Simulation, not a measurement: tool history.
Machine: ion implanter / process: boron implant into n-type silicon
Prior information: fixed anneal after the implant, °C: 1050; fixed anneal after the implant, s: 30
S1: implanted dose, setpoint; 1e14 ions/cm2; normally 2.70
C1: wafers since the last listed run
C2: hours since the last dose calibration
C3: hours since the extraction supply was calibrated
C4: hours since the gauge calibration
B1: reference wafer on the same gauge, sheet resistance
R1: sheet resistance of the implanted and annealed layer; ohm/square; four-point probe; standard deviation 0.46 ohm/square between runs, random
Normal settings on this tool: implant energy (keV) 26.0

run 1 day=0.000 | S1=3.26 implant_energy_(keV)=28.5 | C1=0 C2=33.0 C3=4140.1 C4=881.9 | B1=331.18 | R1=260.32
run 2 day=2.629 | S1=3.15 implant_energy_(keV)=33.0 | C1=1499 C2=96.1 C3=4203.2 C4=945.0 | B1=331.11 | R1=264.61
run 3 day=4.967 | S1=3.15 implant_energy_(keV)=33.0 | C1=1333 C2=152.2 C3=4259.3 C4=1001.1 | B1=331.08 | R1=266.00
run 4 day=7.096 | S1=3.15 implant_energy_(keV)=33.0 | C1=1214 C2=203.3 C3=4310.4 C4=1052.2 | B1=330.86 | R1=267.08
run 5 day=9.588 | S1=2.10 implant_energy_(keV)=20.5 | C1=1421 C2=263.1 C3=4370.2 C4=1112.0 | B1=331.15 | R1=393.41
run 6 day=11.467 | S1=2.10 implant_energy_(keV)=20.5 | C1=1072 C2=308.2 C3=4415.3 C4=1157.1 | B1=331.07 | R1=393.35
run 7 day=14.288 | S1=2.70 implant_energy_(keV)=26.0 | C1=1609 C2=375.9 C3=4483.0 C4=1224.8 | B1=331.17 | R1=311.91
run 8 day=16.817 | S1=2.70 implant_energy_(keV)=26.0 | C1=1442 C2=436.6 C3=4543.7 C4=1285.5 | B1=330.91 | R1=312.18
-- day=19.221 Faraday cup replaced and dose calibrated
-- day=20.912 gauge calibrated
run 9 day=22.179 | S1=2.70 implant_energy_(keV)=26.0 | C1=2869 C2=71.0 C3=4672.4 C4=30.4 | B1=330.80 | R1=307.95
run 10 day=24.921 | S1=2.70 implant_energy_(keV)=26.0 | C1=1564 C2=136.8 C3=4738.2 C4=96.2 | B1=330.96 | R1=308.53
run 11 day=26.254 | S1=2.25 implant_energy_(keV)=26.0 | C1=760 C2=168.8 C3=4770.2 C4=128.2 | B1=330.83 | R1=360.00
run 12 day=29.000 | S1=2.25 implant_energy_(keV)=26.0 | C1=1566 C2=234.7 C3=4836.1 C4=194.1 | B1=331.01 | R1=359.87
run 13 day=31.204 | S1=2.25 implant_energy_(keV)=26.0 | C1=1257 C2=287.6 C3=4889.0 C4=247.0 | B1=330.98 | R1=360.02
run 14 day=32.946 | S1=2.18 implant_energy_(keV)=26.0 | C1=993 C2=329.4 C3=4930.8 C4=288.8 | B1=330.99 | R1=370.06
run 15 day=35.792 | S1=2.18 implant_energy_(keV)=26.0 | C1=1623 C2=397.7 C3=4999.1 C4=357.1 | B1=330.98 | R1=370.38
run 16 day=36.917 | S1=2.70 implant_energy_(keV)=34.0 | C1=641 C2=424.7 C3=5026.1 C4=384.1 | B1=330.95 | R1=302.68
-- day=39.042 Faraday cup replaced and dose calibrated
run 17 day=39.062 | S1=3.35 implant_energy_(keV)=26.0 | C1=1034 C2=0.5 C3=5077.6 C4=435.6 | B1=330.89 | R1=256.46
run 18 day=41.450 | S1=3.24 implant_energy_(keV)=34.0 | C1=1362 C2=57.8 C3=5134.9 C4=492.9 | B1=331.00 | R1=256.94
run 19 day=43.162 | S1=3.08 implant_energy_(keV)=20.0 | C1=976 C2=98.9 C3=5176.0 C4=534.0 | B1=331.01 | R1=284.25
run 20 day=44.783 | S1=2.41 implant_energy_(keV)=33.5 | C1=924 C2=137.8 C3=5214.9 C4=572.9 | B1=331.04 | R1=329.81
run 21 day=46.371 | S1=2.70 implant_energy_(keV)=26.0 | C1=905 C2=175.9 C3=5253.0 C4=611.0 | B1=330.93 | R1=310.00
run 22 day=48.300 | S1=3.20 implant_energy_(keV)=21.0 | C1=1100 C2=222.2 C3=5299.3 C4=657.3 | B1=331.00 | R1=276.16
run 23 day=50.458 | S1=2.70 implant_energy_(keV)=26.0 | C1=1231 C2=274.0 C3=5351.1 C4=709.1 | B1=331.07 | R1=310.40
run 24 day=52.304 | S1=2.70 implant_energy_(keV)=26.0 | C1=1053 C2=318.3 C3=5395.4 C4=753.4 | B1=331.01 | R1=311.58
run 25 day=53.371 | S1=1.99 implant_energy_(keV)=26.0 | C1=608 C2=343.9 C3=5421.0 C4=779.0 | B1=331.14 | R1=398.88
run 26 day=56.025 | S1=1.90 implant_energy_(keV)=26.0 | C1=1514 C2=407.6 C3=5484.7 C4=842.7 | B1=330.95 | R1=412.83
run 27 day=58.575 | S1=2.70 implant_energy_(keV)=26.0 | C1=1454 C2=468.8 C3=5545.9 C4=903.9 | B1=331.03 | R1=312.61
-- day=59.783 Faraday cup replaced and dose calibrated
run 28 day=61.429 | S1=2.45 implant_energy_(keV)=26.0 | C1=1438 C2=39.5 C3=5614.4 C4=972.4 | B1=331.03 | R1=332.85
-- day=65.654 extraction supply calibrated
run 29 day=68.008 | S1=2.02 implant_energy_(keV)=30.0 | C1=3563 C2=197.4 C3=56.5 C4=1130.3 | B1=331.11 | R1=385.61
run 30 day=70.900 | S1=2.14 implant_energy_(keV)=29.0 | C1=1649 C2=266.8 C3=125.9 C4=1199.7 | B1=331.12 | R1=371.48
run 31 day=79.804 | S1=3.04 implant_energy_(keV)=30.5 | C1=5079 C2=480.5 C3=339.6 C4=1413.4 | B1=331.02 | R1=278.42
run 32 day=81.417 | S1=1.99 implant_energy_(keV)=26.0 | C1=919 C2=519.2 C3=378.3 C4=1452.1 | B1=331.02 | R1=399.52
-- day=82.329 gauge calibrated
-- day=82.888 Faraday cup replaced and dose calibrated
run 33 day=84.400 | S1=2.70 implant_energy_(keV)=26.0 | C1=1511 C2=36.3 C3=449.9 C4=49.7 | B1=331.04 | R1=307.12
run 34 day=87.033 | S1=2.27 implant_energy_(keV)=33.5 | C1=1502 C2=99.5 C3=513.1 C4=112.9 | B1=330.95 | R1=345.25
run 35 day=93.883 | S1=3.45 implant_energy_(keV)=23.0 | C1=3907 C2=263.9 C3=677.5 C4=277.3 | B1=331.14 | R1=257.88
run 36 day=95.221 | S1=2.70 implant_energy_(keV)=26.0 | C1=763 C2=296.0 C3=709.6 C4=309.4 | B1=331.06 | R1=311.95

5 ways to go on from here, each from the tool as it stands after run 36. What would each give?
run A day=95.238 | S1=2.70 implant_energy_(keV)=26.0 | C1=9 C2=296.4 C3=710.0 C4=309.8 | B1=? | R1=?
run B day=95.238 | S1=2.15 implant_energy_(keV)=18.5 | C1=9 C2=296.4 C3=710.0 C4=309.8 | B1=? | R1=?
run C day=95.238 | S1=1.92 implant_energy_(keV)=22.0 | C1=9 C2=296.4 C3=710.0 C4=309.8 | B1=? | R1=?
run D day=95.238 | S1=3.02 implant_energy_(keV)=31.0 | C1=9 C2=296.4 C3=710.0 C4=309.8 | B1=? | R1=?
run E day=95.238 | S1=2.32 implant_energy_(keV)=22.5 | C1=9 C2=296.4 C3=710.0 C4=309.8 | B1=? | R1=?

run=A B1=331.00 R1=310.93
run=B B1=331.00 R1=389.62
run=C B1=331.00 R1=418.63
run=D B1=331.00 R1=278.35
run=E B1=331.00 R1=357.76
With no hidden state in the tool, these same runs would have given:
run=A R1=304.92
run=B R1=382.01
run=C R1=410.60
run=D R1=272.95
run=E R1=350.84

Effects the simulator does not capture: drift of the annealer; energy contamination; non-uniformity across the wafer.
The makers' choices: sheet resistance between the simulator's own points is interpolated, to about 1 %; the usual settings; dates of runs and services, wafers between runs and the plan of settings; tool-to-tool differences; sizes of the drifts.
